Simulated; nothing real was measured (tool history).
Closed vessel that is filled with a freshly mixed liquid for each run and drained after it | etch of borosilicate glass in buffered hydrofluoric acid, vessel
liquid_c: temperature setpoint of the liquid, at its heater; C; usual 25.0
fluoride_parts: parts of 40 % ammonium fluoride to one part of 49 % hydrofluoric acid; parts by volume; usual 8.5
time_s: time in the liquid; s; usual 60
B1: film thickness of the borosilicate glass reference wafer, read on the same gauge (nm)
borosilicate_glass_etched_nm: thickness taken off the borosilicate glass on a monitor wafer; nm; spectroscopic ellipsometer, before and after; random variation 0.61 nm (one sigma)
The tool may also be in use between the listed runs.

{"run": 1, "hour": 0.0, "liquid_c": 27.5, "fluoride_parts": 8.5, "time_s": 60, "B1": 150.02, "borosilicate_glass_etched_nm": 114.52}
{"run": 2, "hour": 32.4, "liquid_c": 25.0, "fluoride_parts": 8.5, "time_s": 60, "B1": 149.99, "borosilicate_glass_etched_nm": 101.63}
{"run": 3, "hour": 64.4, "liquid_c": 25.0, "fluoride_parts": 8.5, "time_s": 60, "B1": 150.01, "borosilicate_glass_etched_nm": 100.65}
{"run": 4, "hour": 93.7, "liquid_c": 25.0, "fluoride_parts": 8.5, "time_s": 60, "B1": 149.99, "borosilicate_glass_etched_nm": 100.74}
{"run": 5, "hour": 123.2, "liquid_c": 22.5, "fluoride_parts": 7.0, "time_s": 60, "B1": 149.99, "borosilicate_glass_etched_nm": 107.41}
{"run": 6, "hour": 142.4, "liquid_c": 25.0, "fluoride_parts": 8.5, "time_s": 60, "B1": 150.02, "borosilicate_glass_etched_nm": 103.54}
{"run": 7, "hour": 162.1, "liquid_c": 25.0, "fluoride_parts": 8.5, "time_s": 60, "B1": 150.02, "borosilicate_glass_etched_nm": 102.44}
{"run": 8, "hour": 190.7, "liquid_c": 24.0, "fluoride_parts": 7.5, "time_s": 60, "B1": 149.98, "borosilicate_glass_etched_nm": 111.15}
{"run": 9, "hour": 225.1, "liquid_c": 24.0, "fluoride_parts": 7.5, "time_s": 60, "B1": 150.0, "borosilicate_glass_etched_nm": 109.0}
{"run": 10, "hour": 251.7, "liquid_c": 25.0, "fluoride_parts": 8.5, "time_s": 60, "B1": 150.02, "borosilicate_glass_etched_nm": 103.12}
{"run": 11, "hour": 264.5, "liquid_c": 25.0, "fluoride_parts": 8.5, "time_s": 60, "B1": 149.94, "borosilicate_glass_etched_nm": 102.01}
{"run": 12, "hour": 279.2, "liquid_c": 25.0, "fluoride_parts": 8.5, "time_s": 60, "B1": 150.01, "borosilicate_glass_etched_nm": 102.36}
{"hour": 291.8, "done": "gauge calibrated"}
{"run": 13, "hour": 306.5, "liquid_c": 25.0, "fluoride_parts": 8.5, "time_s": 60, "B1": 149.98, "borosilicate_glass_etched_nm": 102.11}
{"run": 14, "hour": 329.0, "liquid_c": 25.0, "fluoride_parts": 8.5, "time_s": 60, "B1": 150.01, "borosilicate_glass_etched_nm": 103.09}
{"hour": 354.3, "done": "hydrofluoric acid flow meter replaced"}
{"run": 15, "hour": 357.0, "liquid_c": 25.0, "fluoride_parts": 7.5, "time_s": 60, "B1": 149.95, "borosilicate_glass_etched_nm": 107.01}
{"run": 16, "hour": 378.2, "liquid_c": 25.0, "fluoride_parts": 8.5, "time_s": 60, "B1": 149.99, "borosilicate_glass_etched_nm": 93.36}
{"run": 17, "hour": 404.4, "liquid_c": 23.5, "fluoride_parts": 5.0, "time_s": 60, "B1": 149.99, "borosilicate_glass_etched_nm": 143.4}
{"hour": 410.2, "done": "thermometer replaced"}
{"run": 18, "hour": 431.8, "liquid_c": 25.0, "fluoride_parts": 8.5, "time_s": 60, "B1": 150.03, "borosilicate_glass_etched_nm": 93.9}
{"run": 19, "hour": 449.8, "liquid_c": 27.5, "fluoride_parts": 8.5, "time_s": 60, "B1": 149.98, "borosilicate_glass_etched_nm": 106.57}
{"run": 20, "hour": 467.3, "liquid_c": 20.5, "fluoride_parts": 9.5, "time_s": 60, "B1": 150.03, "borosilicate_glass_etched_nm": 67.06}
{"run": 21, "hour": 493.9, "liquid_c": 21.5, "fluoride_parts": 5.5, "time_s": 60, "B1": 150.03, "borosilicate_glass_etched_nm": 119.14}
{"run": 22, "hour": 528.7, "liquid_c": 29.0, "fluoride_parts": 11.0, "time_s": 35, "B1": 150.01, "borosilicate_glass_etched_nm": 54.33}
{"run": 23, "hour": 562.0, "liquid_c": 24.0, "fluoride_parts": 7.5, "time_s": 60, "B1": 150.0, "borosilicate_glass_etched_nm": 101.35}
{"run": 24, "hour": 596.1, "liquid_c": 26.5, "fluoride_parts": 7.0, "time_s": 50, "B1": 150.03, "borosilicate_glass_etched_nm": 104.4}
{"run": 25, "hour": 617.5, "liquid_c": 28.5, "fluoride_parts": 8.5, "time_s": 60, "B1": 150.02, "borosilicate_glass_etched_nm": 113.39}
{"run": 26, "hour": 637.4, "liquid_c": 21.0, "fluoride_parts": 10.5, "time_s": 35, "B1": 150.01, "borosilicate_glass_etched_nm": 36.98}
{"run": 27, "hour": 658.7, "liquid_c": 28.5, "fluoride_parts": 8.5, "time_s": 30, "B1": 149.98, "borosilicate_glass_etched_nm": 57.14}
{"run": 28, "hour": 711.9, "liquid_c": 27.5, "fluoride_parts": 8.5, "time_s": 60, "B1": 150.02, "borosilicate_glass_etched_nm": 108.54}
{"run": 29, "hour": 736.8, "liquid_c": 23.0, "fluoride_parts": 6.5, "time_s": 70, "B1": 150.02, "borosilicate_glass_etched_nm": 129.1}
{"run": 30, "hour": 770.6, "liquid_c": 20.5, "fluoride_parts": 6.0, "time_s": 90, "B1": 149.97, "borosilicate_glass_etched_nm": 157.64}

4 ways to go on from here, each from the tool as it stands after run 30. What would each give?
{"run": "A", "hour": 771.3, "liquid_c": 25.0, "fluoride_parts": 8.5, "time_s": 60, "B1": "?", "borosilicate_glass_etched_nm": "?"}
{"run": "B", "hour": 771.3, "liquid_c": 25.0, "fluoride_parts": 8.5, "time_s": 35, "B1": "?", "borosilicate_glass_etched_nm": "?"}
{"run": "C", "hour": 771.3, "liquid_c": 25.0, "fluoride_parts": 5.5, "time_s": 70, "B1": "?", "borosilicate_glass_etched_nm": "?"}
{"run": "D", "hour": 771.3, "liquid_c": 20.5, "fluoride_parts": 7.5, "time_s": 60, "B1": "?", "borosilicate_glass_etched_nm": "?"}

run=A B1=149.97 borosilicate_glass_etched_nm=94.70
run=B B1=149.97 borosilicate_glass_etched_nm=55.24
run=C B1=149.97 borosilicate_glass_etched_nm=168.68
run=D B1=149.97 borosilicate_glass_etched_nm=85.39
Without the tool's hidden state the same runs would have given:
run=A borosilicate_glass_etched_nm=91.79
run=B borosilicate_glass_etched_nm=53.54
run=C borosilicate_glass_etched_nm=164.50
run=D borosilicate_glass_etched_nm=82.76

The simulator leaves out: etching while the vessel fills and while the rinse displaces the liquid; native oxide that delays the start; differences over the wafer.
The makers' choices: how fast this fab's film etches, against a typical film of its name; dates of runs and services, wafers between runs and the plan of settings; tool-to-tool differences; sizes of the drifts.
